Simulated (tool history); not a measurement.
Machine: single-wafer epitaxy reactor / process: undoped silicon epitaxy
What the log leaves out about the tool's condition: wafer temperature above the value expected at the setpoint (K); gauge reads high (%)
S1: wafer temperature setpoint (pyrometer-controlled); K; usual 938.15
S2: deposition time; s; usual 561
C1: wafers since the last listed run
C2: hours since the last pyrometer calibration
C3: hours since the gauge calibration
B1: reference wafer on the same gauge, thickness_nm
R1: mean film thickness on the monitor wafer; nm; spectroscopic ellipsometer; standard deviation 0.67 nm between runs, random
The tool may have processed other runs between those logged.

Run 1, hour 0.0: usual settings but S2 641 s; C1 0; C2 1669.8; C3 1590.2; B1 124.996. Result: R1 154.500 nm.
Run 2, hour 80.2: usual settings but S2 641 s; C1 185; C2 1750.0; C3 1670.4; B1 125.044. Result: R1 153.004 nm.
Run 3, hour 121.4: usual settings but S1 942.15 K; C1 95; C2 1791.2; C3 1711.6; B1 124.987. Result: R1 144.809 nm.
Run 4, hour 196.2: usual settings but S1 942.15 K; C1 172; C2 1866.0; C3 1786.4; B1 124.963. Result: R1 146.018 nm.
Run 5, hour 256.0: usual settings; C1 138; C2 1925.8; C3 1846.2; B1 125.024. Result: R1 133.541 nm.
Run 6, hour 317.0: usual settings; C1 141; C2 1986.8; C3 1907.2; B1 125.054. Result: R1 134.911 nm.
Run 7, hour 417.1: usual settings; C1 231; C2 2086.9; C3 2007.3; B1 124.988. Result: R1 133.289 nm.
Run 8, hour 522.4: usual settings but S1 943.15 K, S2 636 s; C1 243; C2 2192.2; C3 2112.6; B1 124.929. Result: R1 167.265 nm.
Run 9, hour 559.3: usual settings but S1 943.15 K, S2 636 s; C1 85; C2 2229.1; C3 2149.5; B1 125.022. Result: R1 167.169 nm.
Run 10, hour 627.1: usual settings but S1 949.15 K; C1 156; C2 2296.9; C3 2217.3; B1 124.958. Result: R1 164.415 nm.
Run 11, hour 706.0: usual settings; C1 182; C2 2375.8; C3 2296.2; B1 124.956. Result: R1 132.098 nm.
Run 12, hour 793.6: usual settings; C1 202; C2 2463.4; C3 2383.8; B1 125.029. Result: R1 131.806 nm.
Run 13, hour 844.4: usual settings; C1 117; C2 2514.2; C3 2434.6; B1 124.949. Result: R1 132.740 nm.
Run 14, hour 957.6: usual settings but S1 926.15 K; C1 261; C2 2627.4; C3 2547.8; B1 124.917. Result: R1 103.830 nm.
Run 15, hour 995.7: usual settings but S1 926.15 K; C1 88; C2 2665.5; C3 2585.9; B1 125.100. Result: R1 103.805 nm.
Run 16, hour 1056.6: usual settings but S1 949.15 K, S2 617 s; C1 140; C2 2726.4; C3 2646.8; B1 125.035. Result: R1 178.679 nm.
At hour 1144.4: pyrometer calibrated.
Run 17, hour 1310.9: usual settings but S1 949.15 K, S2 617 s; C1 569; C2 166.5; C3 2901.1; B1 125.079. Result: R1 190.017 nm.
At hour 1356.8: gauge calibrated.
Run 18, hour 1419.5: usual settings; C1 251; C2 275.1; C3 62.7; B1 124.929. Result: R1 137.753 nm.
Run 19, hour 1527.1: usual settings; C1 248; C2 382.7; C3 170.3; B1 125.091. Result: R1 138.332 nm.
Run 20, hour 1615.6: usual settings but S1 943.15 K, S2 636 s; C1 204; C2 471.2; C3 258.8; B1 124.836. Result: R1 172.642 nm.
Run 21, hour 1656.5: usual settings but S1 951.15 K, S2 472 s; C1 94; C2 512.1; C3 299.7; B1 125.067. Result: R1 149.768 nm.
Run 22, hour 1793.5: usual settings but S1 944.15 K, S2 451 s; C1 316; C2 649.1; C3 436.7; B1 124.826. Result: R1 124.933 nm.
Run 23, hour 1836.2: usual settings but S1 949.15 K, S2 639 s; C1 98; C2 691.8; C3 479.4; B1 125.032. Result: R1 195.314 nm.
Run 24, hour 1879.9: usual settings but S1 946.15 K, S2 612 s; C1 101; C2 735.5; C3 523.1; B1 125.056. Result: R1 177.307 nm.
Run 25, hour 1937.2: usual settings but S2 523 s; C1 132; C2 792.8; C3 580.4; B1 125.031. Result: R1 129.887 nm.
Run 26, hour 1999.2: usual settings but S2 656 s; C1 143; C2 854.8; C3 642.4; B1 124.911. Result: R1 159.972 nm.
Run 27, hour 2081.3: usual settings but S1 947.15 K, S2 516 s; C1 189; C2 936.9; C3 724.5; B1 125.124. Result: R1 149.423 nm.
Run 28, hour 2136.8: usual settings; C1 128; C2 992.4; C3 780.0; B1 125.077. Result: R1 137.186 nm.
Run 29, hour 2189.6: usual settings but S2 641 s; C1 122; C2 1045.2; C3 832.8; B1 124.930. Result: R1 155.651 nm.
Run 30, hour 2261.2: usual settings; C1 165; C2 1116.8; C3 904.4; B1 125.016. Result: R1 138.643 nm.
Run 31, hour 2326.3: usual settings but S1 946.15 K, S2 603 s; C1 150; C2 1181.9; C3 969.5; B1 124.944. Result: R1 171.139 nm.
Run 32, hour 2430.4: usual settings but S1 949.15 K, S2 617 s; C1 240; C2 1286.0; C3 1073.6; B1 125.035. Result: R1 186.919 nm.
Run 33, hour 2471.4: usual settings but S1 947.15 K, S2 509 s; C1 94; C2 1327.0; C3 1114.6; B1 124.986. Result: R1 148.364 nm.
Run 34, hour 2512.6: usual settings but S1 943.15 K, S2 523 s; C1 95; C2 1368.2; C3 1155.8; B1 125.041. Result: R1 140.629 nm.
Run 35, hour 2565.2: usual settings; C1 121; C2 1420.8; C3 1208.4; B1 125.032. Result: R1 137.483 nm.
Run 36, hour 2644.7: usual settings but S1 950.15 K; C1 183; C2 1500.3; C3 1287.9; B1 125.039. Result: R1 171.686 nm.

Give the tool's hidden conditions for every run:
gauge reads high (%): 0 at every run
H1: wafer temperature above the value expected at the setpoint (K)
run        H1
  1    -0.925
  2     -1.02
  3     -1.07
  4     -1.16
  5     -1.24
  6     -1.32
  7     -1.46
  8     -1.61
  9     -1.67
 10     -1.77
 11      -1.9
 12     -2.04
 13     -2.13
 14     -2.33
 15      -2.4
 16     -2.51
 17     0.285
 18     0.268
 19     0.244
 20     0.218
 21     0.205
 22      0.15
 23     0.131
 24      0.11
 25    0.0797
 26    0.0449
 27  -0.00525
 28   -0.0418
 29   -0.0784
 30    -0.131
 31    -0.182
 32     -0.27
 33    -0.306
 34    -0.344
 35    -0.394
 36    -0.473
